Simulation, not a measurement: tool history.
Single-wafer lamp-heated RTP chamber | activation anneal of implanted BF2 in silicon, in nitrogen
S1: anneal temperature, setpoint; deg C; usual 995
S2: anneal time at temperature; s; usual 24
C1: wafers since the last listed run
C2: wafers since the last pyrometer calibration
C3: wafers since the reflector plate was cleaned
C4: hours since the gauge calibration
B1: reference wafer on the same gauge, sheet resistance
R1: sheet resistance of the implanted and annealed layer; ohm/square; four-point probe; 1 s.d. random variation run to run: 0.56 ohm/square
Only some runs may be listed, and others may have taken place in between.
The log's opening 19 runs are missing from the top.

run	hour	S1	S2	C1	C2	C3	C4	B1	R1
20	1489.5	995	17	552	2098	2269	1496.8	324.09	375.46
21	1575.6	1018	32	802	2901	3072	1582.9	323.96	366.28
22	1618.8	968	24	402	3304	3474	1626.1	323.99	381.82
# hour 1675.5: pyrometer window cleaned and pyrometer calibrated
23	1676.0	995	35	458	4	3933	1683.3	323.95	372.20
24	1707.2	995	24	290	295	4224	1714.5	323.85	372.86
# hour 1710.9: gauge calibrated
25	1767.3	1013	24	560	855	4785	56.4	324.12	370.37
26	1805.3	971	36	354	1210	5139	94.4	324.02	382.00
27	1849.0	995	16	407	1617	5547	138.1	323.93	375.04
28	1903.0	1024	17	503	2121	6050	192.1	324.02	371.94
29	1983.7	995	24	752	2874	6803	272.8	323.92	373.37
30	2030.7	974	29	438	3312	7241	319.8	324.13	378.25
31	2109.4	995	24	733	4046	7975	398.5	323.91	371.32
# hour 2166.4: reflector plate cleaned
# hour 2189.0: pyrometer window cleaned and pyrometer calibrated
32	2191.7	995	11	618	25	161	480.8	323.92	376.89
33	2281.6	995	24	838	863	1000	570.7	324.01	372.83

Forecast each of these 4 alternatives for the next run:
A	2282.0	995	14	3	867	1003	571.1	?	?
B	2282.0	1009	15	3	867	1003	571.1	?	?
C	2282.0	976	38	3	867	1003	571.1	?	?
D	2282.0	1005	29	3	867	1003	571.1	?	?

run	B1	R1
A	323.88	376.13
B	323.88	373.77
C	323.88	377.35
D	323.88	369.89
Without the tool's unlogged condition, the same runs would have read:
run	R1
A	376.63
B	373.93
C	378.59
D	370.21

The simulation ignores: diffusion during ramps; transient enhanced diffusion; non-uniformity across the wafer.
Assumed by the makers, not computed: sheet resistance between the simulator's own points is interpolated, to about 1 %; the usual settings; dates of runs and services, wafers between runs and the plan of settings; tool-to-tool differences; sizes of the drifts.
